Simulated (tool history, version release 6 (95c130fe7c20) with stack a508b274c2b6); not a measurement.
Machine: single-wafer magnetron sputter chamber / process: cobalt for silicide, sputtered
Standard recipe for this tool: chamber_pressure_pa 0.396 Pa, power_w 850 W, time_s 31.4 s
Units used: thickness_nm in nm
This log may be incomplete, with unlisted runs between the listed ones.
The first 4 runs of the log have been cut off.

run   hour  chamber_pressure_pa  power_w  time_s  wafers since the last listed run  wafers on the sputter target  hours since the last manometer calibration  hours since the magnet pack was replaced  hours since the gauge calibration  read-back reference wafer on the same gauge, thickness_nm  thickness_nm
  5   85.7                0.396      850    31.4                               246                           557                                      1175.5                                    8769.2                              144.0                                                     14.487        13.190
  6  111.8                0.396      850    31.4                               381                           938                                      1201.6                                    8795.3                              170.1                                                     14.491        13.273
  7  128.2                0.396      950    35.1                               239                          1178                                      1218.0                                    8811.7                              186.5                                                     14.504        16.346
  8  163.7                0.396      950    35.1                               518                          1696                                      1253.5                                    8847.2                              222.0                                                     14.495        16.208
  9  189.4                0.396      850    31.4                               375                          2072                                      1279.2                                    8872.9                              247.7                                                     14.493        13.349
 10  204.1                0.396      850    31.4                               214                          2286                                      1293.9                                    8887.6                              262.4                                                     14.478        13.348
 11  227.6                0.396      850    31.4                               343                          2630                                      1317.4                                    8911.1                              285.9                                                     14.524        13.388
     256.8  -- magnet pack replaced
 12  262.2                0.396      850    31.4                               388                          3018                                      1352.0                                       5.4                              320.5                                                     14.517        13.291
 13  291.6                0.396      850    31.4                               429                          3448                                      1381.4                                      34.8                              349.9                                                     14.490        13.204
 14  304.5                0.396      850    31.4                               188                          3636                                      1394.3                                      47.7                              362.8                                                     14.504        13.211
 15  325.9                0.396      850    31.4                               312                          3949                                      1415.7                                      69.1                              384.2                                                     14.527        13.300
 16  359.1                0.396      850    31.4                               484                          4434                                      1448.9                                     102.3                              417.4                                                     14.504        13.322
 17  394.0                0.396      700    31.4                               509                          4943                                      1483.8                                     137.2                              452.3                                                     14.526        11.457
 18  422.9                0.396      850    31.4                               422                          5365                                      1512.7                                     166.1                              481.2                                                     14.510        13.316
     461.6  -- sputter target and shields replaced
 19  462.1                0.396      850    31.4                               455                             7                                      1551.9                                     205.3                              520.4                                                     14.499        13.339
 20  481.2                0.295      850    34.3                               278                           286                                      1571.0                                     224.4                              539.5                                                     14.496        15.051
 21  505.2                0.450      850    27.5                               350                           636                                      1595.0                                     248.4                              563.5                                                     14.491        11.386
 22  529.6                0.240      850    31.4                               356                           993                                      1619.4                                     272.8                              587.9                                                     14.510        14.066
 23  547.5                0.396      950    35.1                               261                          1254                                      1637.3                                     290.7                              605.8                                                     14.484        16.357
 24  565.8                0.396      850    25.2                               267                          1521                                      1655.6                                     309.0                              624.1                                                     14.482        10.664
     589.2  -- capacitance manometer re-zeroed and calibrated
 25  589.7                0.339      850    25.9                               232                          1754                                         0.5                                     332.9                              648.0                                                     14.478        11.228
 26  610.0                0.494      750    34.1                               296                          2050                                        20.8                                     353.2                              668.3                                                     14.483        12.604

What does the tool deliver on the next run?
     612.7  -- gauge calibrated
 27  643.5                0.396      850    29.2                               489                          2539                                        54.3                                     386.7                               30.8                                                          ?             ?

For run 27 the tool returned read-back reference wafer on the same gauge, thickness_nm 14.482, thickness_nm 12.415 nm.
On a tool with no hidden condition, and with the same random variation, this run would have come out at thickness_nm 12.415 nm.
